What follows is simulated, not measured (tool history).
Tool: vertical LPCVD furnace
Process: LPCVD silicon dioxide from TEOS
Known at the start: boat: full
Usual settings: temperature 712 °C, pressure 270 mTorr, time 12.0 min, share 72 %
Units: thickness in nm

run    hour  temperature  pressure  time  share  wafers since the last listed run  hours since the last temperature calibration  hours since the pressure gauge was zeroed  hours since the TEOS flow controller was replaced  hours since the gauge calibration  read-back reference wafer on the same gauge, thickness  thickness
  1     0.0          712       270  13.0     72                                 0                                        2574.1                                      757.1                                             4240.0                              853.7                                                  102.05     116.73
  2    37.6          712       270  12.0     69                               519                                        2611.7                                      794.7                                             4277.6                              891.3                                                  102.00     105.44
  3   106.5          712       270  12.0     69                               951                                        2680.6                                      863.6                                             4346.5                              960.2                                                  101.98     105.85
  4   144.1          712       270  12.0     69                               519                                        2718.2                                      901.2                                             4384.1                              997.8                                                  101.98     105.46
  5   235.7          712       270  12.0     72                              1264                                        2809.8                                      992.8                                             4475.7                             1089.4                                                  102.01     107.85
      271.3  -- gauge calibrated
  6   288.0          712       270  12.0     72                               722                                        2862.1                                     1045.1                                             4528.0                               16.7                                                  102.05     107.54
  7   371.3          712       270  12.0     72                              1150                                        2945.4                                     1128.4                                             4611.3                              100.0                                                  102.02     107.40
  8   434.3          712       270  12.0     72                               869                                        3008.4                                     1191.4                                             4674.3                              163.0                                                  101.97     107.65
  9   520.0          712       270  12.0     72                              1183                                        3094.1                                     1277.1                                             4760.0                              248.7                                                  102.01     107.95
 10   595.3          712       270  12.0     72                              1039                                        3169.4                                     1352.4                                             4835.3                              324.0                                                  102.01     108.15
 11   679.8          712       270  12.0     72                              1166                                        3253.9                                     1436.9                                             4919.8                              408.5                                                  102.03     107.58
 12   722.0          712       270  12.0     72                               582                                        3296.1                                     1479.1                                             4962.0                              450.7                                                  102.04     108.06
 13   781.8          712       320  12.0     83                               825                                        3355.9                                     1538.9                                             5021.8                              510.5                                                  102.00     126.39
 14   833.2          712       320  12.0     83                               709                                        3407.3                                     1590.3                                             5073.2                              561.9                                                  102.02     126.85
      912.2  -- TEOS flow controller replaced
 15   912.7          712       320  12.0     83                               766                                        3486.8                                     1669.8                                                0.5                              641.4                                                  102.02     126.79
 16   969.5          712       320   9.0     72                               784                                        3543.6                                     1726.6                                               57.3                              698.2                                                  101.99      88.66
 17  1072.2          712       270  12.0     69                              1417                                        3646.3                                     1829.3                                              160.0                              800.9                                                  101.99     105.95
 18  1146.2          712       270  12.0     72                              1021                                        3720.3                                     1903.3                                              234.0                              874.9                                                  102.03     108.07
 19  1186.0          719       320  15.5     86                               549                                        3760.1                                     1943.1                                              273.8                              914.7                                                  102.01     194.20
 20  1271.2          712       270  12.0     72                              1176                                        3845.3                                     2028.3                                              359.0                              999.9                                                  101.96     108.14
 21  1315.3          712       270   9.5     72                               608                                        3889.4                                     2072.4                                              403.1                             1044.0                                                  102.02      85.43
     1392.9  -- pressure gauge zeroed
     1402.2  -- gauge calibrated
 22  1413.3          707       270  16.0     72                              1021                                        3987.4                                       20.4                                              501.1                               11.1                                                  102.00     128.53
 23  1486.3          703       325  10.5     65                              1007                                        4060.4                                       93.4                                              574.1                               84.1                                                  101.91      79.99
     1540.7  -- thermocouples replaced and temperature profile calibrated
 24  1585.3          709       250  15.5     83                              1035                                          44.6                                      192.4                                              673.1                              183.1                                                  102.05     127.26
 25  1647.6          708       290  14.5     62                               860                                         106.9                                      254.7                                              735.4                              245.4                                                  101.93     108.61
 26  1698.2          712       250  15.0     72                               698                                         157.5                                      305.3                                              786.0                              296.0                                                  101.99     122.79
 27  1800.8          712       270  12.0     72                              1416                                         260.1                                      407.9                                              888.6                              398.6                                                  102.03     103.32
 28  1865.1          712       325  12.0     72                               887                                         324.4                                      472.2                                              952.9                              462.9                                                  101.97     112.76
 29  1907.6          712       270  12.0     72                               586                                         366.9                                      514.7                                              995.4                              505.4                                                  102.02     103.08
 30  2014.7          704       310  12.0     62                              1478                                         474.0                                      621.8                                             1102.5                              612.5                                                  101.99      86.07
 31  2076.4          712       270  14.0     72                               851                                         535.7                                      683.5                                             1164.2                              674.2                                                  101.91     120.71

Forecast each of these 3 alternatives for the next run:
  A  2081.2          712       270  12.0     72                                66                                         540.5                                      688.3                                             1169.0                              679.0                                                       ?          ?
  B  2081.2          707       205   9.0     80                                66                                         540.5                                      688.3                                             1169.0                              679.0                                                       ?          ?
  C  2081.2          706       325  16.5     62                                66                                         540.5                                      688.3                                             1169.0                              679.0                                                       ?          ?

run  read-back reference wafer on the same gauge, thickness  thickness
  A                                                  101.98     103.99
  B                                                  101.98      63.93
  C                                                  101.98     126.98
Without the tool's hidden state the same runs would have given:
run  thickness
  A     101.24
  B      62.22
  C     123.58

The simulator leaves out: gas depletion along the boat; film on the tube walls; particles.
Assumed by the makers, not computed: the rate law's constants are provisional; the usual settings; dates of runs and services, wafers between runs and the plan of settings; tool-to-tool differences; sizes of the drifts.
